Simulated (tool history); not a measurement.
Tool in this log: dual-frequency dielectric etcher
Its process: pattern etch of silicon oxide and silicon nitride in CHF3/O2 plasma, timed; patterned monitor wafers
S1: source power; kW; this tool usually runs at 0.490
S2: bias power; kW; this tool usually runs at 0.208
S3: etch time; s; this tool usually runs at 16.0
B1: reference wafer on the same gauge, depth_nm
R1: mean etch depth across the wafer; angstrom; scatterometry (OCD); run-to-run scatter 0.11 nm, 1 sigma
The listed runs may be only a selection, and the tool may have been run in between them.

{"run": 1, "hour": 0.0, "S1": 0.49, "S2": 0.181, "S3": 16.0, "B1": 18.37, "R1": 206.9}
{"run": 2, "hour": 55.3, "S1": 0.49, "S2": 0.208, "S3": 16.0, "B1": 18.35, "R1": 213.8}
{"run": 3, "hour": 86.3, "S1": 0.49, "S2": 0.208, "S3": 16.0, "B1": 18.33, "R1": 216.9}
{"run": 4, "hour": 138.6, "S1": 0.49, "S2": 0.208, "S3": 16.0, "B1": 18.28, "R1": 213.6}
{"run": 5, "hour": 164.7, "S1": 0.43, "S2": 0.208, "S3": 13.5, "B1": 18.26, "R1": 169.6}
{"hour": 206.5, "done": "wet clean of the chamber"}
{"run": 6, "hour": 221.6, "S1": 0.4, "S2": 0.208, "S3": 16.0, "B1": 18.24, "R1": 193.3}
{"hour": 246.1, "done": "gauge calibrated"}
{"run": 7, "hour": 268.5, "S1": 0.49, "S2": 0.208, "S3": 16.0, "B1": 18.59, "R1": 215.0}
{"run": 8, "hour": 320.1, "S1": 0.49, "S2": 0.208, "S3": 16.0, "B1": 18.54, "R1": 218.0}
{"run": 9, "hour": 380.8, "S1": 0.59, "S2": 0.177, "S3": 13.5, "B1": 18.49, "R1": 191.9}
{"hour": 411.5, "done": "bias power generator calibrated"}
{"hour": 416.8, "done": "source power generator calibrated"}
{"hour": 439.7, "done": "upper electrode replaced"}
{"run": 10, "hour": 440.2, "S1": 0.49, "S2": 0.208, "S3": 16.0, "B1": 18.44, "R1": 215.6}
{"run": 11, "hour": 484.2, "S1": 0.49, "S2": 0.208, "S3": 11.5, "B1": 18.42, "R1": 156.1}
{"hour": 558.5, "done": "wet clean of the chamber"}
{"run": 12, "hour": 559.0, "S1": 0.52, "S2": 0.208, "S3": 16.0, "B1": 18.34, "R1": 220.7}
{"run": 13, "hour": 579.9, "S1": 0.49, "S2": 0.208, "S3": 16.0, "B1": 18.34, "R1": 214.1}
{"run": 14, "hour": 644.6, "S1": 0.49, "S2": 0.223, "S3": 16.0, "B1": 18.31, "R1": 216.7}
{"run": 15, "hour": 672.1, "S1": 0.39, "S2": 0.232, "S3": 17.5, "B1": 18.28, "R1": 214.5}

Selected run-to-run steps in R1, each split into two signed amounts: the part the tool would show with no hidden state at all (from settings, incoming material and random variation), and the remainder, which goes to the hidden state together with any gauge scatter not common to the measured and the hidden-state-free results:
Unlogged tool condition in this case: etch rate over this chamber's usual, %; source power that arrives over what is set, %; bias power that arrives over what is set, %; gauge reads high (%).
Run 6 -> 7: S1 0.400 -> 0.490, gauge calibrated. R1 +21.7 angstrom: hidden state +3.7, all else +18.0.
Run 11 -> 12: S1 0.490 -> 0.520, S3 11.5 -> 16.0, wet clean of the chamber. R1 +64.6 angstrom: hidden state -1.6, all else +66.2.
